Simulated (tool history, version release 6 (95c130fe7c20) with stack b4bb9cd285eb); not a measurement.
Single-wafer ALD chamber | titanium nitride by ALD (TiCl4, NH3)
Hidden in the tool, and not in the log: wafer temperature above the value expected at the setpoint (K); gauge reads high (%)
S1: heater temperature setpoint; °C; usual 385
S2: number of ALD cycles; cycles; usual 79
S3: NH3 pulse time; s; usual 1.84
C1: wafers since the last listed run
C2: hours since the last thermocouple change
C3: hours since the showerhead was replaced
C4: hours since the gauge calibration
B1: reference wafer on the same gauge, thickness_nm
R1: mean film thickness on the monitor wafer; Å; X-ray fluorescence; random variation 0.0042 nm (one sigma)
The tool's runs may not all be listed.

| run | hour | S1 | S2 | S3 | C1 | C2 | C3 | C4 | B1 | R1 |
|---|---|---|---|---|---|---|---|---|---|---|
| 1 | 0.0 | 385 | 79 | 1.84 | 0 | 1726.7 | 6180.4 | 390.5 | 1.825 | 16.74 |
| 2 | 10.0 | 394 | 79 | 1.84 | 18 | 1736.7 | 6190.4 | 400.5 | 1.828 | 16.89 |
| 3 | 20.2 | 394 | 79 | 1.84 | 19 | 1746.9 | 6200.6 | 410.7 | 1.825 | 16.85 |
| 4 | 46.6 | 385 | 86 | 1.84 | 49 | 1773.3 | 6227.0 | 437.1 | 1.823 | 18.18 |
| 5 | 63.1 | 385 | 86 | 1.84 | 30 | 1789.8 | 6243.5 | 453.6 | 1.821 | 18.18 |
| 6 | 73.2 | 385 | 86 | 1.84 | 18 | 1799.9 | 6253.6 | 463.7 | 1.820 | 18.15 |
| 7 | 80.1 | 391 | 79 | 1.84 | 12 | 1806.8 | 6260.5 | 470.6 | 1.819 | 16.87 |
| 8 | 94.8 | 385 | 79 | 2.05 | 27 | 1821.5 | 6275.2 | 485.3 | 1.818 | 16.77 |
| 9 | 106.1 | 385 | 79 | 2.05 | 21 | 1832.8 | 6286.5 | 496.6 | 1.818 | 16.83 |
| 10 | 121.5 | 385 | 79 | 2.05 | 28 | 1848.2 | 6301.9 | 512.0 | 1.816 | 16.82 |
| 11 | 128.5 | 385 | 79 | 1.84 | 13 | 1855.2 | 6308.9 | 519.0 | 1.816 | 16.65 |
| 12 | 135.8 | 385 | 79 | 1.84 | 13 | 1862.5 | 6316.2 | 526.3 | 1.814 | 16.64 |
| 13 | 148.1 | 393 | 79 | 1.84 | 22 | 1874.8 | 6328.5 | 538.6 | 1.816 | 16.78 |
| 14 | 180.7 | 393 | 79 | 1.84 | 60 | 1907.4 | 6361.1 | 571.2 | 1.813 | 16.81 |
| 15 | 188.5 | 385 | 79 | 1.84 | 14 | 1915.2 | 6368.9 | 579.0 | 1.812 | 16.58 |
|  | 196.0 | gauge calibrated |
| 16 | 211.4 | 385 | 79 | 1.84 | 42 | 1938.1 | 6391.8 | 15.4 | 1.844 | 16.90 |
| 17 | 221.1 | 381 | 79 | 1.84 | 18 | 1947.8 | 6401.5 | 25.1 | 1.844 | 16.84 |
| 18 | 237.9 | 376 | 90 | 1.42 | 31 | 1964.6 | 6418.3 | 41.9 | 1.844 | 18.60 |
| 19 | 245.2 | 385 | 79 | 1.84 | 13 | 1971.9 | 6425.6 | 49.2 | 1.843 | 16.86 |
| 20 | 263.1 | 385 | 66 | 1.21 | 33 | 1989.8 | 6443.5 | 67.1 | 1.843 | 13.61 |
| 21 | 273.2 | 371 | 66 | 2.54 | 18 | 1999.9 | 6453.6 | 77.2 | 1.840 | 14.14 |
| 22 | 289.1 | 385 | 65 | 1.84 | 29 | 2015.8 | 6469.5 | 93.1 | 1.839 | 13.97 |
| 23 | 296.8 | 393 | 79 | 1.84 | 14 | 2023.5 | 6477.2 | 100.8 | 1.839 | 17.06 |
| 24 | 311.1 | 385 | 71 | 1.84 | 26 | 2037.8 | 6491.5 | 115.1 | 1.840 | 15.17 |
| 25 | 324.8 | 385 | 79 | 1.84 | 25 | 2051.5 | 6505.2 | 128.8 | 1.835 | 16.93 |
| 26 | 339.4 | 385 | 79 | 1.84 | 27 | 2066.1 | 6519.8 | 143.4 | 1.836 | 16.81 |
| 27 | 353.8 | 371 | 92 | 1.84 | 26 | 2080.5 | 6534.2 | 157.8 | 1.835 | 19.20 |
|  | 370.5 | thermocouple changed; heater temperature recalibrated |
| 28 | 371.0 | 375 | 68 | 2.22 | 17 | 0.5 | 6551.4 | 175.0 | 1.834 | 14.48 |
|  | 385.4 | showerhead replaced |
| 29 | 385.9 | 385 | 79 | 2.32 | 12 | 15.4 | 0.5 | 189.9 | 1.833 | 17.06 |
| 30 | 398.7 | 371 | 92 | 1.44 | 23 | 28.2 | 13.3 | 202.7 | 1.832 | 18.71 |
| 31 | 414.7 | 392 | 79 | 1.20 | 29 | 44.2 | 29.3 | 218.7 | 1.828 | 16.33 |
| 32 | 423.2 | 377 | 84 | 1.14 | 15 | 52.7 | 37.8 | 227.2 | 1.828 | 16.89 |
| 33 | 438.8 | 371 | 66 | 2.54 | 29 | 68.3 | 53.4 | 242.8 | 1.830 | 14.10 |
| 34 | 450.1 | 385 | 79 | 1.84 | 21 | 79.6 | 64.7 | 254.1 | 1.827 | 16.73 |
| 35 | 461.6 | 385 | 79 | 1.84 | 21 | 91.1 | 76.2 | 265.6 | 1.827 | 16.78 |
| 36 | 470.8 | 381 | 64 | 1.13 | 17 | 100.3 | 85.4 | 274.8 | 1.826 | 12.89 |
| 37 | 480.2 | 385 | 79 | 1.59 | 17 | 109.7 | 94.8 | 284.2 | 1.827 | 16.61 |
| 38 | 489.5 | 397 | 74 | 2.25 | 17 | 119.0 | 104.1 | 293.5 | 1.825 | 15.97 |
| 39 | 506.8 | 385 | 86 | 1.84 | 32 | 136.3 | 121.4 | 310.8 | 1.825 | 18.27 |
| 40 | 521.9 | 392 | 70 | 1.84 | 28 | 151.4 | 136.5 | 325.9 | 1.824 | 15.03 |

The same runs without the tool's hidden state, with the same run-to-run variation:
| run | R1 |
|---|---|
| 1 | 16.96 |
| 2 | 17.12 |
| 3 | 17.09 |
| 4 | 18.46 |
| 5 | 18.47 |
| 6 | 18.45 |
| 7 | 17.15 |
| 8 | 17.05 |
| 9 | 17.12 |
| 10 | 17.12 |
| 11 | 16.95 |
| 12 | 16.96 |
| 13 | 17.11 |
| 14 | 17.16 |
| 15 | 16.92 |
| 16 | 16.95 |
| 17 | 16.88 |
| 18 | 18.67 |
| 19 | 16.92 |
| 20 | 13.67 |
| 21 | 14.21 |
| 22 | 14.05 |
| 23 | 17.16 |
| 24 | 15.27 |
| 25 | 17.05 |
| 26 | 16.94 |
| 27 | 19.36 |
| 28 | 14.61 |
| 29 | 17.22 |
| 30 | 18.89 |
| 31 | 16.50 |
| 32 | 17.08 |
| 33 | 14.26 |
| 34 | 16.93 |
| 35 | 16.99 |
| 36 | 13.05 |
| 37 | 16.83 |
| 38 | 16.19 |
| 39 | 18.53 |
| 40 | 15.25 |
